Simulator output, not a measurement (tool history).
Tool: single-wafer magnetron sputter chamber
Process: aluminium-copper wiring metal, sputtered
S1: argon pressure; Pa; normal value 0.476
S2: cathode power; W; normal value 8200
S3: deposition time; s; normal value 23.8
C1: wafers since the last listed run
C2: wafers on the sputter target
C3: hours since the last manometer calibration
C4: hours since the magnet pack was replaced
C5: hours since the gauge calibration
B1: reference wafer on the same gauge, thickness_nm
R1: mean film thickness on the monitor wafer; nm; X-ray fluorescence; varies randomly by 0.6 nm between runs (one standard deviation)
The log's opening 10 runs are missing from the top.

{"day": 24.4, "done": "magnet pack replaced, of another model than before"}
{"run": 11, "day": 27.038, "S1": 0.476, "S2": 8200, "S3": 23.8, "C1": 1806, "C2": 4240, "C3": 1357.9, "C4": 63.3, "C5": 1819.1, "B1": 341.956, "R1": 291.451}
{"run": 12, "day": 28.729, "S1": 0.476, "S2": 8200, "S3": 23.8, "C1": 736, "C2": 4976, "C3": 1398.5, "C4": 103.9, "C5": 1859.7, "B1": 341.908, "R1": 291.71}
{"run": 13, "day": 36.204, "S1": 0.476, "S2": 8200, "S3": 23.8, "C1": 3253, "C2": 8230, "C3": 1577.9, "C4": 283.3, "C5": 2039.1, "B1": 341.909, "R1": 290.2}
{"run": 14, "day": 38.121, "S1": 0.476, "S2": 8200, "S3": 23.8, "C1": 834, "C2": 9064, "C3": 1623.9, "C4": 329.3, "C5": 2085.1, "B1": 341.773, "R1": 289.731}
{"run": 15, "day": 40.925, "S1": 0.476, "S2": 8200, "S3": 21.2, "C1": 1220, "C2": 10284, "C3": 1691.2, "C4": 396.6, "C5": 2152.4, "B1": 341.907, "R1": 255.689}
{"day": 42.962, "done": "sputter target and shields replaced"}
{"run": 16, "day": 43.162, "S1": 0.476, "S2": 8200, "S3": 23.8, "C1": 828, "C2": 87, "C3": 1744.9, "C4": 450.3, "C5": 2206.1, "B1": 342.008, "R1": 294.847}
{"day": 45.362, "done": "gauge calibrated"}
{"run": 17, "day": 47.217, "S1": 0.476, "S2": 8200, "S3": 23.8, "C1": 1764, "C2": 1851, "C3": 1842.2, "C4": 547.6, "C5": 44.5, "B1": 341.807, "R1": 293.759}
{"run": 18, "day": 49.354, "S1": 0.476, "S2": 8200, "S3": 23.8, "C1": 930, "C2": 2782, "C3": 1893.5, "C4": 598.9, "C5": 95.8, "B1": 342.082, "R1": 293.298}
{"run": 19, "day": 51.308, "S1": 0.635, "S2": 6400, "S3": 25.6, "C1": 850, "C2": 3632, "C3": 1940.4, "C4": 645.8, "C5": 142.7, "B1": 341.901, "R1": 206.099}
{"run": 20, "day": 55.029, "S1": 0.417, "S2": 6500, "S3": 25.8, "C1": 1619, "C2": 5252, "C3": 2029.7, "C4": 735.1, "C5": 232, "B1": 342.049, "R1": 273.054}
{"run": 21, "day": 57.283, "S1": 0.476, "S2": 9050, "S3": 21.1, "C1": 981, "C2": 6233, "C3": 2083.8, "C4": 789.2, "C5": 286.1, "B1": 342.062, "R1": 282.596}
{"day": 59.396, "done": "capacitance manometer re-zeroed and calibrated"}
{"run": 22, "day": 59.583, "S1": 0.476, "S2": 8200, "S3": 23.8, "C1": 855, "C2": 7089, "C3": 4.5, "C4": 844.4, "C5": 341.3, "B1": 341.844, "R1": 289.912}
{"run": 23, "day": 61.812, "S1": 0.476, "S2": 8200, "S3": 23.8, "C1": 970, "C2": 8059, "C3": 58, "C4": 897.9, "C5": 394.8, "B1": 341.961, "R1": 288.283}
{"day": 64.325, "done": "sputter target and shields replaced"}
{"run": 24, "day": 64.588, "S1": 0.331, "S2": 8200, "S3": 23.8, "C1": 1062, "C2": 113, "C3": 124.6, "C4": 964.5, "C5": 461.4, "B1": 341.913, "R1": 353.67}
{"run": 25, "day": 67.617, "S1": 0.314, "S2": 6600, "S3": 19.3, "C1": 1318, "C2": 1432, "C3": 197.3, "C4": 1037.2, "C5": 534.1, "B1": 341.832, "R1": 239.103}
{"run": 26, "day": 70.046, "S1": 0.408, "S2": 7000, "S3": 27, "C1": 1057, "C2": 2489, "C3": 255.6, "C4": 1095.5, "C5": 592.4, "B1": 341.876, "R1": 310.129}
{"run": 27, "day": 74.012, "S1": 0.359, "S2": 8200, "S3": 23.8, "C1": 1726, "C2": 4216, "C3": 350.8, "C4": 1190.7, "C5": 687.6, "B1": 341.713, "R1": 338.621}
{"run": 28, "day": 78.283, "S1": 0.476, "S2": 8200, "S3": 23.8, "C1": 1858, "C2": 6074, "C3": 453.3, "C4": 1293.2, "C5": 790.1, "B1": 341.946, "R1": 288.85}
{"run": 29, "day": 82.242, "S1": 0.476, "S2": 8200, "S3": 23.8, "C1": 1722, "C2": 7797, "C3": 548.3, "C4": 1388.2, "C5": 885.1, "B1": 341.796, "R1": 288.784}
{"day": 83.988, "done": "sputter target and shields replaced"}
{"run": 30, "day": 85.846, "S1": 0.328, "S2": 9250, "S3": 19.9, "C1": 1423, "C2": 808, "C3": 634.8, "C4": 1474.7, "C5": 971.6, "B1": 342.227, "R1": 333.108}
{"run": 31, "day": 89.558, "S1": 0.476, "S2": 8200, "S3": 20.4, "C1": 1615, "C2": 2424, "C3": 723.9, "C4": 1563.8, "C5": 1060.7, "B1": 342.245, "R1": 251.411}
{"run": 32, "day": 93.338, "S1": 0.418, "S2": 6700, "S3": 23.8, "C1": 1644, "C2": 4069, "C3": 814.6, "C4": 1654.5, "C5": 1151.4, "B1": 341.734, "R1": 259.807}
{"run": 33, "day": 96.083, "S1": 0.476, "S2": 8200, "S3": 23.8, "C1": 1195, "C2": 5264, "C3": 880.5, "C4": 1720.4, "C5": 1217.3, "B1": 342.04, "R1": 290.938}
{"run": 34, "day": 98.117, "S1": 0.476, "S2": 6600, "S3": 23.8, "C1": 884, "C2": 6149, "C3": 929.3, "C4": 1769.2, "C5": 1266.1, "B1": 342.167, "R1": 237.292}

What if the next run were any one of these 4? Each begins from the tool's condition after run 34:
{"run": "A", "day": 98.133, "S1": 0.476, "S2": 8200, "S3": 23.8, "C1": 7, "C2": 6156, "C3": 929.7, "C4": 1769.6, "C5": 1266.5, "B1": "?", "R1": "?"}
{"run": "B", "day": 98.133, "S1": 0.476, "S2": 7200, "S3": 25.3, "C1": 7, "C2": 6156, "C3": 929.7, "C4": 1769.6, "C5": 1266.5, "B1": "?", "R1": "?"}
{"run": "C", "day": 98.133, "S1": 0.476, "S2": 6550, "S3": 23.8, "C1": 7, "C2": 6156, "C3": 929.7, "C4": 1769.6, "C5": 1266.5, "B1": "?", "R1": "?"}
{"run": "D", "day": 98.133, "S1": 0.476, "S2": 8850, "S3": 27.4, "C1": 7, "C2": 6156, "C3": 929.7, "C4": 1769.6, "C5": 1266.5, "B1": "?", "R1": "?"}

run=A B1=342.143 R1=290.73
run=B B1=342.143 R1=273.334
run=C B1=342.143 R1=235.288
run=D B1=342.143 R1=359.851
Stripped of hidden state, with their random variation kept, the same runs would have yielded:
run=A R1=295.895
run=B R1=278.19
run=C R1=239.467
run=D R1=366.243
